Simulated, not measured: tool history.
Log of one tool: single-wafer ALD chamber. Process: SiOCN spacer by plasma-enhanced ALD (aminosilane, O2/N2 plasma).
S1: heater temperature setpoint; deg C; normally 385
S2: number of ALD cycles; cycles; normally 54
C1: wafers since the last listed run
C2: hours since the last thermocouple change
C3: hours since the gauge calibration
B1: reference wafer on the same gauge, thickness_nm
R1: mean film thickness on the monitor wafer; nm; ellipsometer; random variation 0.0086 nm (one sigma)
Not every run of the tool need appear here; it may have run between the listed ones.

run	hour	S1	S2	C1	C2	C3	B1	R1
1	0	385	54	0	2194.1	353	2.953	3.451
2	69.1	385	54	251	2263.2	422.1	2.947	3.441
3	129.7	385	58	220	2323.8	482.7	2.946	3.675
4	175.4	385	58	166	2369.5	528.4	2.944	3.675
5	209.5	378	54	124	2403.6	562.5	2.936	3.441
6	240.9	378	54	114	2435	593.9	2.935	3.437
# hour 248.2: gauge calibrated
7	265.8	378	59	90	2459.9	17.6	2.964	3.774
8	294.3	385	54	103	2488.4	46.1	2.964	3.453
9	366.3	390	49	262	2560.4	118.1	2.965	3.124
10	404.2	377	61	138	2598.3	156	2.963	3.906
# hour 451.9: thermocouple changed; heater temperature recalibrated
11	452.4	385	54	146	0.5	204.2	2.963	3.435
12	472.2	385	50	72	20.3	224	2.96	3.199
13	503.3	392	63	113	51.4	255.1	2.959	4.028
14	548.7	385	54	165	96.8	300.5	2.955	3.45
15	580.8	399	48	117	128.9	332.6	2.958	3.066
16	617.8	372	54	134	165.9	369.6	2.954	3.44
17	667.3	399	51	180	215.4	419.1	2.954	3.246

Alternative continuations, all from the tool just after run 17; predict every row:
A	667.8	395	54	1	215.9	419.6	?	?
B	667.8	370	54	1	215.9	419.6	?	?
C	667.8	373	63	1	215.9	419.6	?	?

run	B1	R1
A	2.953	3.441
B	2.953	3.441
C	2.953	4.014
Without the tool's unlogged condition, the same runs would have read:
run	R1
A	3.45
B	3.45
C	4.025

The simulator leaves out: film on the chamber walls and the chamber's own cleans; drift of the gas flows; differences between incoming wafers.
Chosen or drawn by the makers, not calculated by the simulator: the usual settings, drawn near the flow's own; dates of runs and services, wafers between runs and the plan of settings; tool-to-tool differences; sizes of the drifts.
